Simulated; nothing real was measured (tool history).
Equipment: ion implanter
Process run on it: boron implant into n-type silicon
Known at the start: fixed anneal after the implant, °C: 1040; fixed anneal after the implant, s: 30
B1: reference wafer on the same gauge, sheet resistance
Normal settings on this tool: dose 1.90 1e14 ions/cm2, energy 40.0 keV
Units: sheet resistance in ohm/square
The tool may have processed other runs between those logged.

{"run": 1, "hour": 0.0, "dose": 1.9, "energy": 40.0, "B1": 468.15, "sheet resistance": 419.11}
{"run": 2, "hour": 36.7, "dose": 1.9, "energy": 40.0, "B1": 467.8, "sheet resistance": 420.15}
{"run": 3, "hour": 51.8, "dose": 1.9, "energy": 40.0, "B1": 468.11, "sheet resistance": 419.46}
{"run": 4, "hour": 69.5, "dose": 1.9, "energy": 30.5, "B1": 468.06, "sheet resistance": 434.14}
{"run": 5, "hour": 78.5, "dose": 1.9, "energy": 30.5, "B1": 467.91, "sheet resistance": 435.47}
{"run": 6, "hour": 87.0, "dose": 1.9, "energy": 30.5, "B1": 467.83, "sheet resistance": 434.91}
{"run": 7, "hour": 97.6, "dose": 1.9, "energy": 40.0, "B1": 467.91, "sheet resistance": 421.08}
{"run": 8, "hour": 113.9, "dose": 1.9, "energy": 40.0, "B1": 467.88, "sheet resistance": 420.07}
{"hour": 126.1, "done": "extraction supply calibrated"}
{"run": 9, "hour": 126.6, "dose": 1.9, "energy": 45.5, "B1": 467.88, "sheet resistance": 413.13}
{"run": 10, "hour": 133.6, "dose": 1.9, "energy": 40.0, "B1": 468.23, "sheet resistance": 420.23}
{"hour": 149.0, "done": "Faraday cup replaced and dose calibrated"}
{"run": 11, "hour": 150.3, "dose": 1.9, "energy": 40.0, "B1": 467.9, "sheet resistance": 432.79}
{"run": 12, "hour": 167.3, "dose": 1.9, "energy": 40.0, "B1": 467.92, "sheet resistance": 432.52}
{"run": 13, "hour": 182.0, "dose": 2.03, "energy": 40.0, "B1": 467.91, "sheet resistance": 411.32}
{"hour": 182.6, "done": "gauge calibrated"}
{"run": 14, "hour": 195.0, "dose": 1.62, "energy": 26.5, "B1": 467.9, "sheet resistance": 517.52}
{"run": 15, "hour": 201.2, "dose": 2.45, "energy": 32.5, "B1": 468.06, "sheet resistance": 364.05}
{"run": 16, "hour": 215.5, "dose": 1.9, "energy": 40.0, "B1": 467.9, "sheet resistance": 431.49}
{"run": 17, "hour": 225.9, "dose": 1.9, "energy": 40.0, "B1": 468.14, "sheet resistance": 430.34}
{"run": 18, "hour": 238.8, "dose": 2.25, "energy": 27.0, "B1": 467.95, "sheet resistance": 397.05}
{"run": 19, "hour": 251.2, "dose": 1.9, "energy": 40.0, "B1": 467.92, "sheet resistance": 430.12}
{"run": 20, "hour": 275.6, "dose": 1.65, "energy": 52.0, "B1": 467.85, "sheet resistance": 459.54}
{"run": 21, "hour": 291.2, "dose": 1.35, "energy": 31.0, "B1": 468.28, "sheet resistance": 579.25}
{"run": 22, "hour": 301.5, "dose": 2.31, "energy": 29.5, "B1": 467.95, "sheet resistance": 383.87}
{"run": 23, "hour": 319.5, "dose": 1.9, "energy": 51.0, "B1": 467.86, "sheet resistance": 414.59}
{"run": 24, "hour": 337.0, "dose": 2.47, "energy": 40.0, "B1": 468.01, "sheet resistance": 350.27}
{"run": 25, "hour": 349.7, "dose": 1.6, "energy": 43.5, "B1": 468.21, "sheet resistance": 482.36}
{"run": 26, "hour": 359.9, "dose": 1.63, "energy": 52.5, "B1": 467.92, "sheet resistance": 463.17}
{"run": 27, "hour": 406.1, "dose": 1.9, "energy": 40.0, "B1": 468.07, "sheet resistance": 428.42}

State the hidden condition of the tool at each of the runs:
deviation of the true energy from its setpoint, %: 0 in every run
gauge reads high (%): 0 in every run
H1: deviation of the true dose from the Faraday cup's reading, %
run=1 H1=4.42
run=2 H1=4.44
run=3 H1=4.45
run=4 H1=4.46
run=5 H1=4.47
run=6 H1=4.47
run=7 H1=4.48
run=8 H1=4.48
run=9 H1=4.49
run=10 H1=4.49
run=11 H1=0.377
run=12 H1=0.487
run=13 H1=0.579
run=14 H1=0.66
run=15 H1=0.698
run=16 H1=0.785
run=17 H1=0.847
run=18 H1=0.922
run=19 H1=0.994
run=20 H1=1.13
run=21 H1=1.22
run=22 H1=1.27
run=23 H1=1.37
run=24 H1=1.46
run=25 H1=1.53
run=26 H1=1.58
run=27 H1=1.8

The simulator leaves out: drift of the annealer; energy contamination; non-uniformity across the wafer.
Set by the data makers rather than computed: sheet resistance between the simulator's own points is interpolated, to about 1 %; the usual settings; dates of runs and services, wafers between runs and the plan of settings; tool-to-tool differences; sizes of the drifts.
